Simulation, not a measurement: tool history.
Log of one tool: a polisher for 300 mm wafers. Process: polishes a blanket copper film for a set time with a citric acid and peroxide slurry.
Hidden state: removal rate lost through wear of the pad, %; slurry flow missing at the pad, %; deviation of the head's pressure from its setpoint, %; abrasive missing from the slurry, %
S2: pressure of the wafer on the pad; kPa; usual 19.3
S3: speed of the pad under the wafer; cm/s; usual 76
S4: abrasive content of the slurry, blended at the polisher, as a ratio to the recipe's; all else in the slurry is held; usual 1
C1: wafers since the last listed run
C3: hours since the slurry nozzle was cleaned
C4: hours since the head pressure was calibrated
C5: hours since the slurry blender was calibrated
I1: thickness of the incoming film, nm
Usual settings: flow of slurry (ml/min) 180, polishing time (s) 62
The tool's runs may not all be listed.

{"run": 1, "day": 0.0, "flow of slurry (ml/min)": 180, "S2": 19.3, "S3": 76, "S4": 1.2, "polishing time (s)": 62, "C1": 0, "wafers polished on this pad": 92, "C3": 9.1, "C4": 1120.7, "C5": 70.4, "I1": 1067.3, "film removed (nm)": 110.7}
{"run": 2, "day": 1.188, "flow of slurry (ml/min)": 180, "S2": 19.3, "S3": 76, "S4": 1.2, "polishing time (s)": 62, "C1": 291, "wafers polished on this pad": 383, "C3": 37.6, "C4": 1149.2, "C5": 98.9, "I1": 1085.7, "film removed (nm)": 108.5}
{"run": 3, "day": 3.021, "flow of slurry (ml/min)": 180, "S2": 19.3, "S3": 76, "S4": 1.2, "polishing time (s)": 62, "C1": 449, "wafers polished on this pad": 832, "C3": 81.6, "C4": 1193.2, "C5": 142.9, "I1": 1078.9, "film removed (nm)": 101.9}
{"day": 3.917, "done": "worn pad replaced by a new one"}
{"run": 4, "day": 4.279, "flow of slurry (ml/min)": 180, "S2": 19.3, "S3": 76, "S4": 1, "polishing time (s)": 62, "C1": 267, "wafers polished on this pad": 88, "C3": 111.8, "C4": 1223.4, "C5": 173.1, "I1": 1080.2, "film removed (nm)": 110.3}
{"run": 5, "day": 5.4, "flow of slurry (ml/min)": 180, "S2": 19.3, "S3": 76, "S4": 1, "polishing time (s)": 62, "C1": 274, "wafers polished on this pad": 363, "C3": 138.7, "C4": 1250.3, "C5": 200, "I1": 1059.4, "film removed (nm)": 104.7}
{"run": 6, "day": 6.021, "flow of slurry (ml/min)": 180, "S2": 19.3, "S3": 76, "S4": 1, "polishing time (s)": 62, "C1": 152, "wafers polished on this pad": 515, "C3": 153.6, "C4": 1265.2, "C5": 214.9, "I1": 1062.6, "film removed (nm)": 104}
{"day": 6.212, "done": "slurry blender recalibrated"}
{"run": 7, "day": 7.454, "flow of slurry (ml/min)": 180, "S2": 19.3, "S3": 76, "S4": 1, "polishing time (s)": 62, "C1": 330, "wafers polished on this pad": 846, "C3": 188, "C4": 1299.6, "C5": 29.8, "I1": 1077.1, "film removed (nm)": 101.1}
{"run": 8, "day": 8.096, "flow of slurry (ml/min)": 180, "S2": 19.3, "S3": 76, "S4": 1, "polishing time (s)": 62, "C1": 157, "wafers polished on this pad": 1003, "C3": 203.4, "C4": 1315, "C5": 45.2, "I1": 1058.2, "film removed (nm)": 100.3}
{"day": 9.567, "done": "worn pad replaced by a new one"}
{"run": 9, "day": 9.588, "flow of slurry (ml/min)": 180, "S2": 19.3, "S3": 76, "S4": 1, "polishing time (s)": 62, "C1": 324, "wafers polished on this pad": 5, "C3": 239.2, "C4": 1350.8, "C5": 81, "I1": 1071.4, "film removed (nm)": 110.6}
{"run": 10, "day": 10.862, "flow of slurry (ml/min)": 180, "S2": 19.3, "S3": 76, "S4": 1, "polishing time (s)": 62, "C1": 312, "wafers polished on this pad": 317, "C3": 269.8, "C4": 1381.4, "C5": 111.6, "I1": 1092.9, "film removed (nm)": 105.8}
{"day": 11.308, "done": "head pressure recalibrated"}
{"run": 11, "day": 11.871, "flow of slurry (ml/min)": 180, "S2": 15.2, "S3": 76, "S4": 1, "polishing time (s)": 62, "C1": 226, "wafers polished on this pad": 544, "C3": 294, "C4": 13.5, "C5": 135.8, "I1": 1062, "film removed (nm)": 81.4}
{"run": 12, "day": 13.071, "flow of slurry (ml/min)": 180, "S2": 15.2, "S3": 76, "S4": 1, "polishing time (s)": 62, "C1": 294, "wafers polished on this pad": 838, "C3": 322.8, "C4": 42.3, "C5": 164.6, "I1": 1082.3, "film removed (nm)": 81.1}
{"run": 13, "day": 13.912, "flow of slurry (ml/min)": 180, "S2": 19.3, "S3": 76, "S4": 1, "polishing time (s)": 62, "C1": 206, "wafers polished on this pad": 1044, "C3": 343, "C4": 62.5, "C5": 184.8, "I1": 1078.6, "film removed (nm)": 100.2}
{"day": 14.321, "done": "worn pad replaced by a new one"}
{"run": 14, "day": 14.892, "flow of slurry (ml/min)": 200, "S2": 14.5, "S3": 76, "S4": 1, "polishing time (s)": 68, "C1": 199, "wafers polished on this pad": 139, "C3": 366.5, "C4": 86, "C5": 208.3, "I1": 1074.6, "film removed (nm)": 92.8}
{"day": 15.458, "done": "slurry blender recalibrated"}
{"run": 15, "day": 15.738, "flow of slurry (ml/min)": 180, "S2": 13.8, "S3": 76, "S4": 1, "polishing time (s)": 62, "C1": 186, "wafers polished on this pad": 326, "C3": 386.8, "C4": 106.3, "C5": 6.7, "I1": 1064.8, "film removed (nm)": 77.6}
{"run": 16, "day": 16.312, "flow of slurry (ml/min)": 180, "S2": 19.3, "S3": 76, "S4": 0.9, "polishing time (s)": 62, "C1": 140, "wafers polished on this pad": 467, "C3": 400.6, "C4": 120.1, "C5": 20.5, "I1": 1061.9, "film removed (nm)": 101.4}
{"run": 17, "day": 17.767, "flow of slurry (ml/min)": 215, "S2": 19.3, "S3": 76, "S4": 1, "polishing time (s)": 62, "C1": 356, "wafers polished on this pad": 823, "C3": 435.5, "C4": 155, "C5": 55.4, "I1": 1083.6, "film removed (nm)": 104.6}
{"day": 18.433, "done": "slurry nozzle cleaned"}
{"run": 18, "day": 18.642, "flow of slurry (ml/min)": 235, "S2": 24.1, "S3": 76, "S4": 1, "polishing time (s)": 62, "C1": 204, "wafers polished on this pad": 1027, "C3": 5, "C4": 176, "C5": 76.4, "I1": 1053, "film removed (nm)": 125.7}
{"day": 19.167, "done": "worn pad replaced by a new one"}
{"run": 19, "day": 19.188, "flow of slurry (ml/min)": 155, "S2": 19.3, "S3": 64, "S4": 1, "polishing time (s)": 62, "C1": 92, "wafers polished on this pad": 5, "C3": 18.1, "C4": 189.1, "C5": 89.5, "I1": 1060.1, "film removed (nm)": 92.7}

The next listed run, before its measurement:
{"run": 20, "day": 20.004, "flow of slurry (ml/min)": 180, "S2": 19.3, "S3": 76, "S4": 1, "polishing time (s)": 62, "C1": 200, "wafers polished on this pad": 205, "C3": 37.7, "C4": 208.7, "C5": 109.1, "I1": 1093.8, "film removed (nm)": "?"}

film removed (nm): 105.4
Without the tool's hidden state the same run would have given film removed (nm) 111.
